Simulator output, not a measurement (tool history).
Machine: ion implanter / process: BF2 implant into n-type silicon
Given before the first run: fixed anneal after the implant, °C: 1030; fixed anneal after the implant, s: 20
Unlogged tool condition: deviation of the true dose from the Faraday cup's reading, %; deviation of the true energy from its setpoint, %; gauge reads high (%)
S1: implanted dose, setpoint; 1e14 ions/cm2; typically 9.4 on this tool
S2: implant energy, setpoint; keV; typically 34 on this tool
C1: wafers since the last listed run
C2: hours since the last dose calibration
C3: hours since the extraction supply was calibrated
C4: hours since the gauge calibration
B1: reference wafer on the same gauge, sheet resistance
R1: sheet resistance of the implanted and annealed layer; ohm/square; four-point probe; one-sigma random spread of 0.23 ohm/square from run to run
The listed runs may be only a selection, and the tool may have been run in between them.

{"run": 1, "hour": 0.0, "S1": 8.44, "S2": 40.5, "C1": 0, "C2": 1084, "C3": 2087.8, "C4": 81.4, "B1": 124.01, "R1": 150.88}
{"run": 2, "hour": 16.4, "S1": 9.4, "S2": 34, "C1": 284, "C2": 1100.4, "C3": 2104.2, "C4": 97.8, "B1": 124, "R1": 146.36}
{"run": 3, "hour": 25.7, "S1": 9.4, "S2": 34, "C1": 161, "C2": 1109.7, "C3": 2113.5, "C4": 107.1, "B1": 123.99, "R1": 145.77}
{"run": 4, "hour": 37.6, "S1": 9.4, "S2": 34, "C1": 206, "C2": 1121.6, "C3": 2125.4, "C4": 119, "B1": 124.03, "R1": 145.53}
{"run": 5, "hour": 51.8, "S1": 8.22, "S2": 34, "C1": 246, "C2": 1135.8, "C3": 2139.6, "C4": 133.2, "B1": 123.96, "R1": 159.52}
{"run": 6, "hour": 62.5, "S1": 8.22, "S2": 34, "C1": 185, "C2": 1146.5, "C3": 2150.3, "C4": 143.9, "B1": 124.03, "R1": 159.43}
{"run": 7, "hour": 73.9, "S1": 8.22, "S2": 34, "C1": 198, "C2": 1157.9, "C3": 2161.7, "C4": 155.3, "B1": 123.99, "R1": 159.63}
{"run": 8, "hour": 82.3, "S1": 10.82, "S2": 34, "C1": 145, "C2": 1166.3, "C3": 2170.1, "C4": 163.7, "B1": 123.95, "R1": 134.39}
{"hour": 91.8, "done": "extraction supply calibrated"}
{"run": 9, "hour": 100.2, "S1": 9.4, "S2": 34, "C1": 172, "C2": 1184.2, "C3": 8.4, "C4": 181.6, "B1": 124.02, "R1": 145.98}
{"run": 10, "hour": 112.5, "S1": 9.4, "S2": 34, "C1": 213, "C2": 1196.5, "C3": 20.7, "C4": 193.9, "B1": 124.04, "R1": 145.67}
{"run": 11, "hour": 123.7, "S1": 11.09, "S2": 26.5, "C1": 194, "C2": 1207.7, "C3": 31.9, "C4": 205.1, "B1": 124, "R1": 143.74}
{"run": 12, "hour": 130.7, "S1": 9.4, "S2": 34, "C1": 121, "C2": 1214.7, "C3": 38.9, "C4": 212.1, "B1": 123.97, "R1": 145.72}
{"run": 13, "hour": 144.1, "S1": 10.28, "S2": 24, "C1": 232, "C2": 1228.1, "C3": 52.3, "C4": 225.5, "B1": 123.99, "R1": 153.82}
{"run": 14, "hour": 152.0, "S1": 9.4, "S2": 34, "C1": 137, "C2": 1236, "C3": 60.2, "C4": 233.4, "B1": 124.01, "R1": 145.81}
{"hour": 165.0, "done": "Faraday cup replaced and dose calibrated"}
{"run": 15, "hour": 168.2, "S1": 6.92, "S2": 44, "C1": 142, "C2": 3.2, "C3": 76.4, "C4": 249.6, "B1": 124.02, "R1": 182.29}
{"run": 16, "hour": 181.3, "S1": 10.19, "S2": 24.5, "C1": 227, "C2": 16.3, "C3": 89.5, "C4": 262.7, "B1": 123.98, "R1": 156.54}
{"hour": 181.8, "done": "gauge calibrated"}
{"run": 17, "hour": 198.9, "S1": 6.7, "S2": 42, "C1": 305, "C2": 33.9, "C3": 107.1, "C4": 17.1, "B1": 124.03, "R1": 187.48}
{"run": 18, "hour": 205.1, "S1": 9.4, "S2": 34, "C1": 107, "C2": 40.1, "C3": 113.3, "C4": 23.3, "B1": 124.03, "R1": 149.53}
{"run": 19, "hour": 218.6, "S1": 7.97, "S2": 31, "C1": 234, "C2": 53.6, "C3": 126.8, "C4": 36.8, "B1": 123.98, "R1": 171.04}
{"run": 20, "hour": 233.4, "S1": 7.07, "S2": 46, "C1": 257, "C2": 68.4, "C3": 141.6, "C4": 51.6, "B1": 123.95, "R1": 176.8}

Across each entry between runs, compare the hidden state at the last listed run before it with the hidden state at the first listed run after it:
Run 8 -> run 9: extraction supply calibrated (hour 91.8)
  deviation of the true dose from the Faraday cup's reading, %: 4.81 -> 4.82
  measured result minus the result with no hidden state, R1: -3.48 -> -4.53 ohm/square
Run 14 -> run 15: Faraday cup replaced and dose calibrated (hour 165)
  deviation of the true dose from the Faraday cup's reading, %: 4.85 -> 0.0734
  measured result minus the result with no hidden state, R1: -4.55 -> -0.12 ohm/square
Run 16 -> run 17: gauge calibrated (hour 181.8)
  deviation of the true dose from the Faraday cup's reading, %: 0.257 -> 0.494
  measured result minus the result with no hidden state, R1: -0.21 -> -0.79 ohm/square
